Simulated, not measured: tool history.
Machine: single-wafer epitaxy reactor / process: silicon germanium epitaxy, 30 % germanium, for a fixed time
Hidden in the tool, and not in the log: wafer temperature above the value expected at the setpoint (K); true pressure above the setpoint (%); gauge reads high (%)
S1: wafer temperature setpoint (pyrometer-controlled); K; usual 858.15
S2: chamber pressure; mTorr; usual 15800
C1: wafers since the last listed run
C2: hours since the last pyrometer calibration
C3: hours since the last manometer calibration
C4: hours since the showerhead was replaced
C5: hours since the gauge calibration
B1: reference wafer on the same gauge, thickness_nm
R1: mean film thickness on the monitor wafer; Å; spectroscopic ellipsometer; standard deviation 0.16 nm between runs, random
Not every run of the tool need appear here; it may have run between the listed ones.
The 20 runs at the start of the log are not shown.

run 21 hour=455.1 | S1=851.15 S2=19000 | C1=538 C2=2939.7 C3=67.9 C4=217.9 C5=465.9 | B1=44.032 | R1=486.13
-- hour=464.9 gauge calibrated
run 22 hour=469.3 | S1=849.15 S2=14200 | C1=262 C2=2953.9 C3=82.1 C4=232.1 C5=4.4 | B1=43.902 | R1=427.74
run 23 hour=485.9 | S1=871.15 S2=15800 | C1=307 C2=2970.5 C3=98.7 C4=248.7 C5=21.0 | B1=43.914 | R1=695.38
run 24 hour=508.4 | S1=852.15 S2=18600 | C1=416 C2=2993.0 C3=121.2 C4=271.2 C5=43.5 | B1=44.033 | R1=494.93
run 25 hour=536.5 | S1=846.15 S2=15800 | C1=520 C2=3021.1 C3=149.3 C4=299.3 C5=71.6 | B1=43.971 | R1=415.90
-- hour=547.2 pyrometer calibrated
run 26 hour=566.6 | S1=853.15 S2=15800 | C1=409 C2=19.4 C3=179.4 C4=329.4 C5=101.7 | B1=44.032 | R1=421.32
run 27 hour=593.9 | S1=843.15 S2=12100 | C1=505 C2=46.7 C3=206.7 C4=356.7 C5=129.0 | B1=44.027 | R1=316.58
run 28 hour=653.3 | S1=858.15 S2=13000 | C1=1100 C2=106.1 C3=266.1 C4=416.1 C5=188.4 | B1=43.984 | R1=446.76

Run 29 has not been measured yet. What should we expect?
run 29 hour=684.0 | S1=858.15 S2=15800 | C1=568 C2=136.8 C3=296.8 C4=446.8 C5=219.1 | B1=? | R1=?

Run 29 came out at B1 43.999, R1 475.45 Å.
With the hidden condition absent and the run-to-run variation left alone, this run would have shown R1 469.01 Å.
